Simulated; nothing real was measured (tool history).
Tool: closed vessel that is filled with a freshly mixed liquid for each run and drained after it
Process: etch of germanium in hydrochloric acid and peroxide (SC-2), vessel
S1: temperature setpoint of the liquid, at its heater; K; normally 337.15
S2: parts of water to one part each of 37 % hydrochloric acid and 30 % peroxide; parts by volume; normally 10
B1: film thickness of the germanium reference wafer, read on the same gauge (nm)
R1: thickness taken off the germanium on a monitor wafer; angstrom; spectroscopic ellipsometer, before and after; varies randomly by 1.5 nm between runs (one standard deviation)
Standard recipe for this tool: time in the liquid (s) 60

run 1 hour=0 | S1=337.15 S2=10 time_in_the_liquid_(s)=60 | B1=50 | R1=2024.7
run 2 hour=29.5 | S1=337.15 S2=10 time_in_the_liquid_(s)=60 | B1=50 | R1=2014
-- hour=35.1 gauge calibrated
run 3 hour=63.7 | S1=342.65 S2=10 time_in_the_liquid_(s)=70 | B1=50.04 | R1=2758.4
run 4 hour=98.2 | S1=342.65 S2=10 time_in_the_liquid_(s)=70 | B1=50.02 | R1=2759.6
run 5 hour=117.6 | S1=342.65 S2=10 time_in_the_liquid_(s)=70 | B1=49.97 | R1=2775.5
run 6 hour=139 | S1=337.15 S2=10 time_in_the_liquid_(s)=60 | B1=50.06 | R1=2031.9
run 7 hour=153.2 | S1=337.15 S2=11 time_in_the_liquid_(s)=60 | B1=50 | R1=1996.9
run 8 hour=169.8 | S1=337.15 S2=12.5 time_in_the_liquid_(s)=60 | B1=50.03 | R1=1958.1
run 9 hour=191.2 | S1=337.15 S2=10 time_in_the_liquid_(s)=60 | B1=49.99 | R1=2033.5
-- hour=222 thermometer replaced
run 10 hour=222.5 | S1=342.15 S2=10 time_in_the_liquid_(s)=60 | B1=50 | R1=2343.5
run 11 hour=247.5 | S1=337.15 S2=10 time_in_the_liquid_(s)=60 | B1=49.98 | R1=2039.7
run 12 hour=279.2 | S1=337.15 S2=10 time_in_the_liquid_(s)=60 | B1=50.03 | R1=2034.3
-- hour=302.2 chemicals flow meter replaced
run 13 hour=304.5 | S1=333.65 S2=10 time_in_the_liquid_(s)=60 | B1=50.04 | R1=1817
-- hour=312.6 gauge calibrated
run 14 hour=324 | S1=337.15 S2=10 time_in_the_liquid_(s)=60 | B1=49.94 | R1=2050
-- hour=338.9 new drum of peroxide connected
run 15 hour=339.3 | S1=337.15 S2=10 time_in_the_liquid_(s)=60 | B1=50 | R1=1991
run 16 hour=372.5 | S1=337.15 S2=13.5 time_in_the_liquid_(s)=60 | B1=49.99 | R1=1960.5
run 17 hour=389.5 | S1=327.65 S2=10 time_in_the_liquid_(s)=60 | B1=50 | R1=1515.4
run 18 hour=417.8 | S1=342.15 S2=11.5 time_in_the_liquid_(s)=35 | B1=50.02 | R1=1340.3
run 19 hour=431 | S1=337.15 S2=10 time_in_the_liquid_(s)=60 | B1=50.03 | R1=2025.7
run 20 hour=450.2 | S1=343.65 S2=10 time_in_the_liquid_(s)=35 | B1=50.04 | R1=1405.9
run 21 hour=469.6 | S1=334.15 S2=10 time_in_the_liquid_(s)=60 | B1=50 | R1=1843.8
run 22 hour=490.5 | S1=337.15 S2=13 time_in_the_liquid_(s)=60 | B1=50.06 | R1=1950.9

5 options for the next run, each taken on its own from the tool as it stands now. Forecast them:
run A hour=491.2 | S1=337.15 S2=10 time_in_the_liquid_(s)=60 | B1=? | R1=?
run B hour=491.2 | S1=340.65 S2=11.5 time_in_the_liquid_(s)=60 | B1=? | R1=?
run C hour=491.2 | S1=337.15 S2=10 time_in_the_liquid_(s)=35 | B1=? | R1=?
run D hour=491.2 | S1=341.15 S2=12.5 time_in_the_liquid_(s)=30 | B1=? | R1=?
run E hour=491.2 | S1=332.65 S2=13 time_in_the_liquid_(s)=60 | B1=? | R1=?

run=A B1=49.98 R1=2027
run=B B1=49.98 R1=2197.8
run=C B1=49.98 R1=1182.4
run=D B1=49.98 R1=1100.6
run=E B1=49.98 R1=1720.6
With the hidden condition removed and each run's random variation left untouched, the same runs would have given:
run=A R1=2027
run=B R1=2197.8
run=C R1=1182.4
run=D R1=1100.6
run=E R1=1720.6

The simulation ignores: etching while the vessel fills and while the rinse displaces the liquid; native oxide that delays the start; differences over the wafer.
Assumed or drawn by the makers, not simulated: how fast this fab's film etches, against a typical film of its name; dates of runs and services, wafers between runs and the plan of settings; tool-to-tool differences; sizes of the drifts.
